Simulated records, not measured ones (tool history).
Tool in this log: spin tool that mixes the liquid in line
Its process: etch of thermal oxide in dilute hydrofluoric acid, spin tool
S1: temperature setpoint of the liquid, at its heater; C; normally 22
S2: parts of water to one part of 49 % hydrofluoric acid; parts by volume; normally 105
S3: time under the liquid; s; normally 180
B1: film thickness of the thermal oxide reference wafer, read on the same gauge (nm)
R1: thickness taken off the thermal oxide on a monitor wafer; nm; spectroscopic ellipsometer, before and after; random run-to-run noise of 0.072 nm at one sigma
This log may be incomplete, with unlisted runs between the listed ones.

run 1 hour=0 | S1=22 S2=105 S3=180 | B1=30 | R1=7.48
run 2 hour=84.3 | S1=22 S2=105 S3=180 | B1=30.02 | R1=7.49
run 3 hour=157.7 | S1=22 S2=105 S3=180 | B1=29.97 | R1=7.68
-- hour=162.4 gauge calibrated
run 4 hour=243.7 | S1=22 S2=105 S3=180 | B1=30 | R1=7.62
run 5 hour=348 | S1=22 S2=105 S3=180 | B1=30.01 | R1=7.66
run 6 hour=432.6 | S1=22 S2=105 S3=180 | B1=29.98 | R1=7.68
run 7 hour=522.6 | S1=22 S2=105 S3=180 | B1=29.98 | R1=7.66
run 8 hour=572.3 | S1=22 S2=130 S3=180 | B1=29.97 | R1=5.86
run 9 hour=675.9 | S1=22 S2=130 S3=180 | B1=29.95 | R1=5.92
run 10 hour=739 | S1=22 S2=105 S3=180 | B1=30.01 | R1=7.64
run 11 hour=792.7 | S1=22 S2=105 S3=180 | B1=29.95 | R1=7.65
run 12 hour=890.2 | S1=22 S2=105 S3=180 | B1=30.01 | R1=7.59
run 13 hour=974 | S1=22 S2=105 S3=240 | B1=29.95 | R1=10.16
run 14 hour=1063.2 | S1=20.5 S2=105 S3=180 | B1=30.01 | R1=7.09
run 15 hour=1147.9 | S1=20.5 S2=105 S3=180 | B1=29.96 | R1=7.17
run 16 hour=1246.7 | S1=23.5 S2=90 S3=180 | B1=30.04 | R1=9.56
-- hour=1248.1 hydrofluoric acid flow meter replaced
run 17 hour=1283 | S1=22 S2=105 S3=90 | B1=30 | R1=3.77
run 18 hour=1320.2 | S1=22 S2=145 S3=215 | B1=30.03 | R1=6.21
run 19 hour=1400.1 | S1=22 S2=105 S3=180 | B1=30.03 | R1=7.6
run 20 hour=1449.9 | S1=19 S2=105 S3=75 | B1=30 | R1=2.83
run 21 hour=1557.3 | S1=22 S2=65 S3=110 | B1=30.01 | R1=7.92
run 22 hour=1642.5 | S1=22 S2=105 S3=180 | B1=29.98 | R1=7.56
run 23 hour=1747.1 | S1=22 S2=105 S3=180 | B1=30.03 | R1=7.53
run 24 hour=1829.9 | S1=22 S2=105 S3=180 | B1=29.97 | R1=7.58
-- hour=1843.6 thermometer replaced
-- hour=1855.9 gauge calibrated
run 25 hour=1899.2 | S1=22 S2=105 S3=180 | B1=29.95 | R1=7.62
run 26 hour=1998.7 | S1=27 S2=105 S3=180 | B1=30.03 | R1=9.3
run 27 hour=2095.8 | S1=19 S2=105 S3=75 | B1=30 | R1=2.75
run 28 hour=2169.3 | S1=22 S2=105 S3=285 | B1=30.01 | R1=11.91
run 29 hour=2229.2 | S1=24 S2=75 S3=140 | B1=30.06 | R1=9.24
run 30 hour=2266.2 | S1=24 S2=55 S3=135 | B1=29.98 | R1=12.65
run 31 hour=2447.7 | S1=22 S2=150 S3=180 | B1=30 | R1=5.09
run 32 hour=2581.5 | S1=22 S2=75 S3=80 | B1=30.04 | R1=4.94
run 33 hour=2628.7 | S1=24 S2=150 S3=130 | B1=30.02 | R1=3.87
run 34 hour=2706.4 | S1=24.5 S2=105 S3=285 | B1=29.98 | R1=13.32
run 35 hour=2743.6 | S1=22 S2=105 S3=180 | B1=30.04 | R1=7.41

What was the tool's hidden state at every run in the log?
liquid hotter than its thermometer reads (K): 0 across all the runs
hydrofluoric acid flow above the setpoint (%): 0 across all the runs
gauge reads high (%): 0 across all the runs

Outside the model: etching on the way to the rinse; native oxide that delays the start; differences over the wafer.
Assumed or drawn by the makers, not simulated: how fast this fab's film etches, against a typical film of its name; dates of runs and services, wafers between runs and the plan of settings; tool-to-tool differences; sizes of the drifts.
